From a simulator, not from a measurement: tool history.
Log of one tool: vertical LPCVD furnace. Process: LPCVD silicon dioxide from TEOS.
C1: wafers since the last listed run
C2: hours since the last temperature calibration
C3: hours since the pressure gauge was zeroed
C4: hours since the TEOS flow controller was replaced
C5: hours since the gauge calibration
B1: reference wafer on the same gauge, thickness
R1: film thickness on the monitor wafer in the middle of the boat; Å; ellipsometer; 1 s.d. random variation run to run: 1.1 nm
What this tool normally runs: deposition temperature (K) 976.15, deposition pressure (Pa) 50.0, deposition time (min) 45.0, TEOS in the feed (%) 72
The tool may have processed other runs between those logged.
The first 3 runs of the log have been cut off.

run 4 hour=647.4 | deposition_temperature_(K)=976.15 deposition_pressure_(Pa)=50.0 deposition_time_(min)=45.0 TEOS_in_the_feed_(%)=72 | C1=2174 C2=3111.6 C3=2895.0 C4=1232.3 C5=2766.6 | B1=338.10 | R1=3762.5
run 5 hour=753.3 | deposition_temperature_(K)=976.15 deposition_pressure_(Pa)=50.0 deposition_time_(min)=45.0 TEOS_in_the_feed_(%)=72 | C1=797 C2=3217.5 C3=3000.9 C4=1338.2 C5=2872.5 | B1=338.09 | R1=3786.5
run 6 hour=816.6 | deposition_temperature_(K)=981.15 deposition_pressure_(Pa)=50.0 deposition_time_(min)=45.0 TEOS_in_the_feed_(%)=72 | C1=476 C2=3280.8 C3=3064.2 C4=1401.5 C5=2935.8 | B1=337.98 | R1=4254.9
run 7 hour=869.7 | deposition_temperature_(K)=981.15 deposition_pressure_(Pa)=50.0 deposition_time_(min)=45.0 TEOS_in_the_feed_(%)=72 | C1=399 C2=3333.9 C3=3117.3 C4=1454.6 C5=2988.9 | B1=337.89 | R1=4256.0
run 8 hour=915.5 | deposition_temperature_(K)=981.15 deposition_pressure_(Pa)=50.0 deposition_time_(min)=45.0 TEOS_in_the_feed_(%)=72 | C1=344 C2=3379.7 C3=3163.1 C4=1500.4 C5=3034.7 | B1=338.15 | R1=4259.2
run 9 hour=1071.8 | deposition_temperature_(K)=986.15 deposition_pressure_(Pa)=50.0 deposition_time_(min)=45.0 TEOS_in_the_feed_(%)=61 | C1=1176 C2=3536.0 C3=3319.4 C4=1656.7 C5=3191.0 | B1=337.85 | R1=4392.2
run 10 hour=1327.5 | deposition_temperature_(K)=976.15 deposition_pressure_(Pa)=50.0 deposition_time_(min)=45.0 TEOS_in_the_feed_(%)=72 | C1=1924 C2=3791.7 C3=3575.1 C4=1912.4 C5=3446.7 | B1=338.16 | R1=3835.7
-- hour=1341.0 gauge calibrated
run 11 hour=1414.5 | deposition_temperature_(K)=976.15 deposition_pressure_(Pa)=50.0 deposition_time_(min)=45.0 TEOS_in_the_feed_(%)=72 | C1=654 C2=3878.7 C3=3662.1 C4=1999.4 C5=73.5 | B1=338.11 | R1=3827.8
run 12 hour=1481.8 | deposition_temperature_(K)=976.15 deposition_pressure_(Pa)=50.0 deposition_time_(min)=45.0 TEOS_in_the_feed_(%)=72 | C1=506 C2=3946.0 C3=3729.4 C4=2066.7 C5=140.8 | B1=338.12 | R1=3822.2
run 13 hour=1522.8 | deposition_temperature_(K)=976.15 deposition_pressure_(Pa)=50.0 deposition_time_(min)=33.0 TEOS_in_the_feed_(%)=72 | C1=308 C2=3987.0 C3=3770.4 C4=2107.7 C5=181.8 | B1=337.94 | R1=2813.7
run 14 hour=1563.0 | deposition_temperature_(K)=976.15 deposition_pressure_(Pa)=50.0 deposition_time_(min)=33.0 TEOS_in_the_feed_(%)=72 | C1=302 C2=4027.2 C3=3810.6 C4=2147.9 C5=222.0 | B1=337.82 | R1=2795.0
run 15 hour=1629.1 | deposition_temperature_(K)=976.15 deposition_pressure_(Pa)=50.0 deposition_time_(min)=33.0 TEOS_in_the_feed_(%)=72 | C1=497 C2=4093.3 C3=3876.7 C4=2214.0 C5=288.1 | B1=337.90 | R1=2804.8
-- hour=1725.0 TEOS flow controller replaced
run 16 hour=1819.6 | deposition_temperature_(K)=976.15 deposition_pressure_(Pa)=50.0 deposition_time_(min)=38.0 TEOS_in_the_feed_(%)=72 | C1=1253 C2=4283.8 C3=4067.2 C4=94.6 C5=478.6 | B1=338.27 | R1=3245.3
run 17 hour=1867.5 | deposition_temperature_(K)=976.15 deposition_pressure_(Pa)=50.0 deposition_time_(min)=31.0 TEOS_in_the_feed_(%)=72 | C1=360 C2=4331.7 C3=4115.1 C4=142.5 C5=526.5 | B1=338.20 | R1=2659.4
-- hour=1945.0 pressure gauge zeroed
run 18 hour=1950.7 | deposition_temperature_(K)=983.15 deposition_pressure_(Pa)=50.0 deposition_time_(min)=45.0 TEOS_in_the_feed_(%)=72 | C1=445 C2=4414.9 C3=5.7 C4=225.7 C5=609.7 | B1=338.25 | R1=4528.3
run 19 hour=2025.2 | deposition_temperature_(K)=988.15 deposition_pressure_(Pa)=54.0 deposition_time_(min)=45.0 TEOS_in_the_feed_(%)=66 | C1=560 C2=4489.4 C3=80.2 C4=300.2 C5=684.2 | B1=338.28 | R1=5055.5
run 20 hour=2130.3 | deposition_temperature_(K)=976.15 deposition_pressure_(Pa)=57.3 deposition_time_(min)=45.0 TEOS_in_the_feed_(%)=58 | C1=791 C2=4594.5 C3=185.3 C4=405.3 C5=789.3 | B1=337.88 | R1=3738.3
run 21 hour=2179.8 | deposition_temperature_(K)=976.15 deposition_pressure_(Pa)=50.0 deposition_time_(min)=45.0 TEOS_in_the_feed_(%)=77 | C1=372 C2=4644.0 C3=234.8 C4=454.8 C5=838.8 | B1=338.22 | R1=4003.3
-- hour=2239.7 thermocouples replaced and temperature profile calibrated
run 22 hour=2267.6 | deposition_temperature_(K)=976.15 deposition_pressure_(Pa)=50.0 deposition_time_(min)=58.0 TEOS_in_the_feed_(%)=72 | C1=480 C2=27.9 C3=322.6 C4=542.6 C5=926.6 | B1=338.11 | R1=4756.7

Run 23, settings as shown, results not yet in. Your forecast:
run 23 hour=2337.7 | deposition_temperature_(K)=976.15 deposition_pressure_(Pa)=50.0 deposition_time_(min)=45.0 TEOS_in_the_feed_(%)=72 | C1=527 C2=98.0 C3=392.7 C4=612.7 C5=996.7 | B1=? | R1=?

{"run 23": {"B1": 338.0, "R1": 3694.8}}
Were there no unlogged condition in the tool, this run, its random variation unchanged, would have produced R1 3678.1 Å.
